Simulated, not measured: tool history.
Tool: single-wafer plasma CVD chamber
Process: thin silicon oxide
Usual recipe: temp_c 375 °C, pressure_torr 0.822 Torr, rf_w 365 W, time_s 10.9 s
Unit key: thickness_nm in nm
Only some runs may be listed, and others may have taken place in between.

| run | hour | temp_c | pressure_torr | rf_w | time_s | wafers since the last listed run | hours since the last thermocouple change | hours since the last RF generator calibration | hours since the last manometer calibration | hours since the showerhead was replaced | hours since the gauge calibration | read-back reference wafer on the same gauge, thickness_nm | thickness_nm |
|---|---|---|---|---|---|---|---|---|---|---|---|---|---|
| 1 | 0 | 375 | 0.822 | 365 | 10.9 | 0 | 1237.9 | 1426.3 | 300.4 | 4764 | 199.9 | 21.202 | 20.985 |
|  | 186.6 | thermocouple changed; heater temperature recalibrated |
| 2 | 243.3 | 375 | 0.822 | 365 | 10.9 | 5984 | 56.7 | 1669.6 | 543.7 | 5007.3 | 443.2 | 21.195 | 20.968 |
| 3 | 290.5 | 375 | 0.822 | 365 | 10.9 | 1200 | 103.9 | 1716.8 | 590.9 | 5054.5 | 490.4 | 21.168 | 20.921 |
| 4 | 363.1 | 375 | 0.822 | 365 | 10.9 | 1846 | 176.5 | 1789.4 | 663.5 | 5127.1 | 563 | 21.225 | 20.895 |
| 5 | 420.5 | 375 | 0.822 | 365 | 10.9 | 1459 | 233.9 | 1846.8 | 720.9 | 5184.5 | 620.4 | 21.19 | 20.9 |
| 6 | 478.4 | 375 | 0.822 | 365 | 10.9 | 1472 | 291.8 | 1904.7 | 778.8 | 5242.4 | 678.3 | 21.214 | 20.961 |
| 7 | 534.1 | 375 | 0.822 | 365 | 9.5 | 1416 | 347.5 | 1960.4 | 834.5 | 5298.1 | 734 | 21.198 | 18.236 |
| 8 | 585.9 | 365 | 0.822 | 410 | 10.9 | 1317 | 399.3 | 2012.2 | 886.3 | 5349.9 | 785.8 | 21.203 | 21.919 |
|  | 644.4 | RF generator calibrated |
| 9 | 662.2 | 375 | 0.774 | 365 | 10.9 | 1737 | 475.6 | 17.8 | 962.6 | 5426.2 | 862.1 | 21.229 | 19.725 |
| 10 | 733 | 375 | 0.774 | 365 | 10.9 | 1800 | 546.4 | 88.6 | 1033.4 | 5497 | 932.9 | 21.207 | 19.631 |
| 11 | 826 | 375 | 0.822 | 365 | 10.9 | 2365 | 639.4 | 181.6 | 1126.4 | 5590 | 1025.9 | 21.187 | 20.941 |
| 12 | 924.9 | 375 | 0.822 | 365 | 10.9 | 2515 | 738.3 | 280.5 | 1225.3 | 5688.9 | 1124.8 | 21.212 | 20.969 |
|  | 934.4 | showerhead replaced |
| 13 | 1015.2 | 375 | 0.822 | 365 | 10.9 | 2093 | 828.6 | 370.8 | 1315.6 | 80.8 | 1215.1 | 21.205 | 20.836 |
| 14 | 1091.2 | 371 | 0.822 | 365 | 10.9 | 1932 | 904.6 | 446.8 | 1391.6 | 156.8 | 1291.1 | 21.19 | 20.974 |
|  | 1104.8 | capacitance manometer re-zeroed and calibrated |
| 15 | 1190.1 | 375 | 0.822 | 365 | 10.9 | 2311 | 1003.5 | 545.7 | 85.3 | 255.7 | 1390 | 21.198 | 20.931 |
| 16 | 1238.7 | 375 | 0.822 | 320 | 10.9 | 1236 | 1052.1 | 594.3 | 133.9 | 304.3 | 1438.6 | 21.206 | 19.91 |
| 17 | 1321.6 | 375 | 0.822 | 365 | 12.4 | 2108 | 1135 | 677.2 | 216.8 | 387.2 | 1521.5 | 21.206 | 23.888 |
| 18 | 1426.5 | 375 | 0.822 | 365 | 10.9 | 2668 | 1239.9 | 782.1 | 321.7 | 492.1 | 1626.4 | 21.194 | 20.838 |
|  | 1470.5 | thermocouple changed; heater temperature recalibrated |
| 19 | 1526 | 375 | 0.822 | 365 | 10.9 | 2327 | 55.5 | 881.6 | 421.2 | 591.6 | 1725.9 | 21.203 | 20.913 |
|  | 1661.5 | gauge calibrated |
| 20 | 1685 | 381 | 1.016 | 400 | 8.9 | 4044 | 214.5 | 1040.6 | 580.2 | 750.6 | 23.5 | 21.201 | 21.04 |
| 21 | 1757.1 | 388 | 0.822 | 410 | 10.9 | 1833 | 286.6 | 1112.7 | 652.3 | 822.7 | 95.6 | 21.21 | 21.484 |
| 22 | 1848.7 | 375 | 0.822 | 415 | 10.9 | 2329 | 378.2 | 1204.3 | 743.9 | 914.3 | 187.2 | 21.215 | 21.796 |
| 23 | 1885.4 | 375 | 0.822 | 425 | 13 | 933 | 414.9 | 1241 | 780.6 | 951 | 223.9 | 21.213 | 26.268 |
| 24 | 1975 | 375 | 0.822 | 365 | 10.9 | 2278 | 504.5 | 1330.6 | 870.2 | 1040.6 | 313.5 | 21.17 | 20.799 |
| 25 | 2043.2 | 381 | 0.881 | 365 | 10.9 | 1734 | 572.7 | 1398.8 | 938.4 | 1108.8 | 381.7 | 21.198 | 22.133 |
| 26 | 2126.5 | 384 | 0.628 | 340 | 8.9 | 2118 | 656 | 1482.1 | 1021.7 | 1192.1 | 465 | 21.192 | 12.276 |

Across each entry between runs, compare the hidden state at the last listed run before it with the hidden state at the first listed run after it:
From run 1 to run 2: thermocouple changed; heater temperature recalibrated (hour 186.6)
  no hidden state differs between the two runs
From run 8 to run 9: RF generator calibrated (hour 644.4)
  no hidden state differs between the two runs
From run 12 to run 13: showerhead replaced (hour 934.4)
  no hidden state differs between the two runs
From run 14 to run 15: capacitance manometer re-zeroed and calibrated (hour 1104.8)
  no hidden state differs between the two runs
From run 18 to run 19: thermocouple changed; heater temperature recalibrated (hour 1470.5)
  no hidden state differs between the two runs
From run 19 to run 20: gauge calibrated (hour 1661.5)
  no hidden state differs between the two runs
